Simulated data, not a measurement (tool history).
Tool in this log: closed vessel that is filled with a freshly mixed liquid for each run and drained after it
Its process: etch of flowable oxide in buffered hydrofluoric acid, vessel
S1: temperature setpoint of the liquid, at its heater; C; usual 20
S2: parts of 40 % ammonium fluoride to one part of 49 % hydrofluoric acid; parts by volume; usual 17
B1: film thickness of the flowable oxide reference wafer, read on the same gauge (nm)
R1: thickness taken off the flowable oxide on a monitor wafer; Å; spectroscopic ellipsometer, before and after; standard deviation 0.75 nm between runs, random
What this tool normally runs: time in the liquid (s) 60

run 1 hour=0 | S1=20 S2=17 time_in_the_liquid_(s)=60 | B1=120.04 | R1=970.3
run 2 hour=92.4 | S1=20 S2=17 time_in_the_liquid_(s)=60 | B1=119.95 | R1=968
run 3 hour=139.4 | S1=20 S2=17 time_in_the_liquid_(s)=60 | B1=119.95 | R1=980
-- hour=177 hydrofluoric acid flow meter replaced
run 4 hour=180.7 | S1=20 S2=21 time_in_the_liquid_(s)=70 | B1=120 | R1=897.9
run 5 hour=244 | S1=22.5 S2=17 time_in_the_liquid_(s)=60 | B1=120.03 | R1=1098.4
run 6 hour=270.4 | S1=20 S2=17 time_in_the_liquid_(s)=40 | B1=119.97 | R1=633.5
run 7 hour=296.1 | S1=20 S2=17 time_in_the_liquid_(s)=40 | B1=119.99 | R1=639.4
-- hour=316.3 thermometer replaced
run 8 hour=336 | S1=20 S2=17 time_in_the_liquid_(s)=40 | B1=119.98 | R1=590.7
run 9 hour=367.4 | S1=20 S2=17 time_in_the_liquid_(s)=60 | B1=119.98 | R1=897.7
run 10 hour=395.7 | S1=20 S2=19 time_in_the_liquid_(s)=30 | B1=119.98 | R1=399.2
run 11 hour=420.2 | S1=17 S2=17 time_in_the_liquid_(s)=60 | B1=119.96 | R1=751.2
run 12 hour=485.3 | S1=17.5 S2=13.5 time_in_the_liquid_(s)=60 | B1=120.03 | R1=984.3
run 13 hour=513.2 | S1=20 S2=17 time_in_the_liquid_(s)=60 | B1=120 | R1=903.9
run 14 hour=572.6 | S1=23.5 S2=14.5 time_in_the_liquid_(s)=85 | B1=119.99 | R1=1822.1
run 15 hour=602.7 | S1=18.5 S2=17 time_in_the_liquid_(s)=80 | B1=120.02 | R1=1147
run 16 hour=658.3 | S1=17 S2=24 time_in_the_liquid_(s)=35 | B1=119.95 | R1=336.6
-- hour=663.5 hydrofluoric acid flow meter replaced
-- hour=676.3 gauge calibrated
run 17 hour=712.2 | S1=20 S2=17 time_in_the_liquid_(s)=60 | B1=119.97 | R1=891.3
run 18 hour=770.6 | S1=20 S2=17 time_in_the_liquid_(s)=30 | B1=119.99 | R1=454.4
run 19 hour=807 | S1=25 S2=17 time_in_the_liquid_(s)=30 | B1=120.03 | R1=596.4
run 20 hour=950 | S1=23 S2=22 time_in_the_liquid_(s)=70 | B1=120.01 | R1=1029.7
run 21 hour=1008.7 | S1=20 S2=11 time_in_the_liquid_(s)=40 | B1=120 | R1=966.2
run 22 hour=1061.7 | S1=17.5 S2=17 time_in_the_liquid_(s)=60 | B1=120 | R1=831.4
run 23 hour=1086.4 | S1=20 S2=20 time_in_the_liquid_(s)=45 | B1=119.95 | R1=608.3
-- hour=1109 hydrofluoric acid flow meter replaced
run 24 hour=1113.3 | S1=20 S2=13.5 time_in_the_liquid_(s)=60 | B1=120.02 | R1=1141.4
run 25 hour=1182.7 | S1=20 S2=11.5 time_in_the_liquid_(s)=30 | B1=119.98 | R1=673.5
run 26 hour=1210.6 | S1=20 S2=17 time_in_the_liquid_(s)=60 | B1=120 | R1=934.2
run 27 hour=1270 | S1=20 S2=20 time_in_the_liquid_(s)=90 | B1=119.96 | R1=1192
run 28 hour=1312.6 | S1=23.5 S2=14.5 time_in_the_liquid_(s)=85 | B1=120 | R1=1889.3

Estimate the outcome of run 29 from the log above:
run 29 hour=1351.4 | S1=20 S2=17 time_in_the_liquid_(s)=60 | B1=? | R1=?

Run 29 produced B1 119.97, R1 954.4 Å.
Had the tool carried no hidden state, the very same run would have given R1 854.6 Å.
